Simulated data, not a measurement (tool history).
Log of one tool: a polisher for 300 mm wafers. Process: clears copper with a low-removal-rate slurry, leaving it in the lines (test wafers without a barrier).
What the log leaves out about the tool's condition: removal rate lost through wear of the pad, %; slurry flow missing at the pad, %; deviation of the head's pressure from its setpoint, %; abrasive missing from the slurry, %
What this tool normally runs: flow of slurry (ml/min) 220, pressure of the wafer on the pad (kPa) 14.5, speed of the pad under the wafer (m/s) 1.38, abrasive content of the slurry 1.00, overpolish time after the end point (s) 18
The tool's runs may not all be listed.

| run | hour | flow of slurry (ml/min) | pressure of the wafer on the pad (kPa) | speed of the pad under the wafer (m/s) | abrasive content of the slurry | overpolish time after the end point (s) | wafers since the last listed run | wafers polished on this pad | hours since the slurry nozzle was cleaned | hours since the head pressure was calibrated | hours since the slurry blender was calibrated | incoming thickness of the incoming film, nm | time until the end point was called (s) | dishing of a wide line in a test structure (nm) |
|---|---|---|---|---|---|---|---|---|---|---|---|---|---|---|
| 1 | 0.0 | 220 | 14.5 | 1.38 | 1.00 | 18 | 0 | 2019 | 366.5 | 988.4 | 19.6 | 414.5 | 133.7 | 31.0 |
| 2 | 27.1 | 220 | 14.5 | 1.38 | 1.00 | 20 | 238 | 2257 | 393.6 | 1015.5 | 46.7 | 416.7 | 138.8 | 33.3 |
| 3 | 62.8 | 220 | 14.5 | 1.38 | 1.00 | 20 | 313 | 2570 | 429.3 | 1051.2 | 82.4 | 428.2 | 144.8 | 32.6 |
|  | 74.8 | worn pad replaced by a new one |
| 4 | 95.5 | 220 | 14.5 | 1.38 | 1.00 | 20 | 252 | 182 | 462.0 | 1083.9 | 115.1 | 425.0 | 130.4 | 35.1 |
|  | 99.8 | head pressure recalibrated |
| 5 | 119.4 | 220 | 14.5 | 1.38 | 1.00 | 18 | 192 | 374 | 485.9 | 19.6 | 139.0 | 415.3 | 126.2 | 32.5 |
| 6 | 155.8 | 220 | 14.5 | 1.38 | 1.00 | 18 | 319 | 694 | 522.3 | 56.0 | 175.4 | 418.8 | 129.0 | 31.8 |
| 7 | 174.8 | 245 | 14.5 | 1.38 | 0.80 | 18 | 166 | 861 | 541.3 | 75.0 | 194.4 | 418.4 | 135.3 | 31.2 |
| 8 | 206.6 | 245 | 14.5 | 1.38 | 0.80 | 18 | 279 | 1140 | 573.1 | 106.8 | 226.2 | 425.5 | 139.4 | 31.0 |
|  | 213.5 | slurry blender recalibrated |
| 9 | 232.8 | 150 | 14.5 | 1.38 | 1.00 | 18 | 212 | 1352 | 599.3 | 133.0 | 19.3 | 423.8 | 145.4 | 30.4 |
| 10 | 262.9 | 220 | 14.5 | 1.38 | 1.00 | 18 | 264 | 1617 | 629.4 | 163.1 | 49.4 | 427.3 | 136.5 | 31.4 |
| 11 | 297.9 | 220 | 14.5 | 1.38 | 1.00 | 18 | 307 | 1924 | 664.4 | 198.1 | 84.4 | 417.7 | 138.3 | 32.0 |
|  | 329.2 | worn pad replaced by a new one |
| 12 | 330.9 | 220 | 14.5 | 1.38 | 0.85 | 18 | 254 | 14 | 697.4 | 231.1 | 117.4 | 423.8 | 132.6 | 31.7 |
|  | 338.0 | slurry nozzle cleaned |
| 13 | 349.2 | 150 | 14.5 | 0.96 | 1.00 | 18 | 151 | 166 | 11.2 | 249.4 | 135.7 | 421.0 | 198.7 | 23.6 |
| 14 | 366.4 | 220 | 14.5 | 1.64 | 1.00 | 18 | 151 | 317 | 28.4 | 266.6 | 152.9 | 420.9 | 108.7 | 36.7 |
| 15 | 405.0 | 220 | 14.5 | 1.38 | 1.20 | 12 | 339 | 656 | 67.0 | 305.2 | 191.5 | 417.2 | 124.6 | 24.1 |
| 16 | 421.5 | 160 | 14.5 | 1.38 | 1.00 | 18 | 144 | 801 | 83.5 | 321.7 | 208.0 | 427.1 | 138.6 | 30.7 |
| 17 | 454.7 | 220 | 14.5 | 1.38 | 1.00 | 18 | 291 | 1093 | 116.7 | 354.9 | 241.2 | 418.3 | 132.6 | 32.1 |
|  | 465.7 | slurry blender recalibrated |
| 18 | 486.0 | 220 | 14.5 | 1.38 | 1.00 | 18 | 257 | 1350 | 148.0 | 386.2 | 20.3 | 420.3 | 134.3 | 31.2 |
| 19 | 571.2 | 220 | 14.5 | 1.38 | 1.00 | 21 | 748 | 2098 | 233.2 | 471.4 | 105.5 | 420.7 | 135.6 | 35.0 |
|  | 590.3 | worn pad replaced by a new one |
| 20 | 590.8 | 220 | 17.9 | 1.60 | 0.80 | 12 | 137 | 4 | 252.8 | 491.0 | 125.1 | 413.0 | 100.6 | 28.8 |
| 21 | 613.9 | 250 | 14.5 | 1.38 | 1.00 | 18 | 202 | 207 | 275.9 | 514.1 | 148.2 | 413.5 | 126.0 | 32.9 |
| 22 | 630.8 | 220 | 19.3 | 1.38 | 1.00 | 18 | 148 | 355 | 292.8 | 531.0 | 165.1 | 412.6 | 104.4 | 37.6 |
| 23 | 657.5 | 285 | 14.5 | 1.78 | 0.80 | 18 | 234 | 590 | 319.5 | 557.7 | 191.8 | 419.1 | 106.0 | 37.9 |
| 24 | 682.1 | 220 | 9.7 | 1.54 | 0.70 | 24 | 216 | 806 | 344.1 | 582.3 | 216.4 | 419.3 | 160.7 | 32.8 |
|  | 717.5 | slurry blender recalibrated |
| 25 | 718.0 | 220 | 14.5 | 1.10 | 1.00 | 9 | 297 | 1103 | 380.0 | 618.2 | 0.5 | 421.8 | 165.5 | 14.5 |
| 26 | 747.9 | 220 | 14.5 | 1.38 | 1.30 | 11 | 262 | 1366 | 409.9 | 648.1 | 30.4 | 413.1 | 126.4 | 22.4 |
| 27 | 775.3 | 220 | 14.5 | 1.38 | 1.00 | 18 | 240 | 1607 | 437.3 | 675.5 | 57.8 | 418.8 | 137.1 | 31.1 |
| 28 | 796.8 | 220 | 14.5 | 1.38 | 1.00 | 18 | 188 | 1795 | 458.8 | 697.0 | 79.3 | 414.7 | 135.2 | 31.3 |
| 29 | 829.0 | 220 | 17.9 | 1.60 | 0.80 | 12 | 282 | 2078 | 491.0 | 729.2 | 111.5 | 424.4 | 113.5 | 27.1 |

Each row is a separate what-if for the run after 29, all from the same tool condition, not one after another. Results?
| A | 829.5 | 220 | 14.5 | 1.38 | 1.00 | 18 | 4 | 2083 | 491.5 | 729.7 | 112.0 | 420.5 | ? | ? |
| B | 829.5 | 220 | 14.5 | 1.12 | 1.00 | 12 | 4 | 2083 | 491.5 | 729.7 | 112.0 | 420.5 | ? | ? |
| C | 829.5 | 220 | 14.5 | 1.38 | 0.70 | 14 | 4 | 2083 | 491.5 | 729.7 | 112.0 | 420.5 | ? | ? |

| run | time until the end point was called (s) | dishing of a wide line in a test structure (nm) |
|---|---|---|
| A | 139.0 | 30.7 |
| B | 171.3 | 18.4 |
| C | 152.5 | 23.2 |
With no hidden state in the tool, these same runs would have given:
| run | time until the end point was called (s) | dishing of a wide line in a test structure (nm) |
|---|---|---|
| A | 127.8 | 32.7 |
| B | 157.5 | 19.8 |
| C | 140.2 | 24.9 |
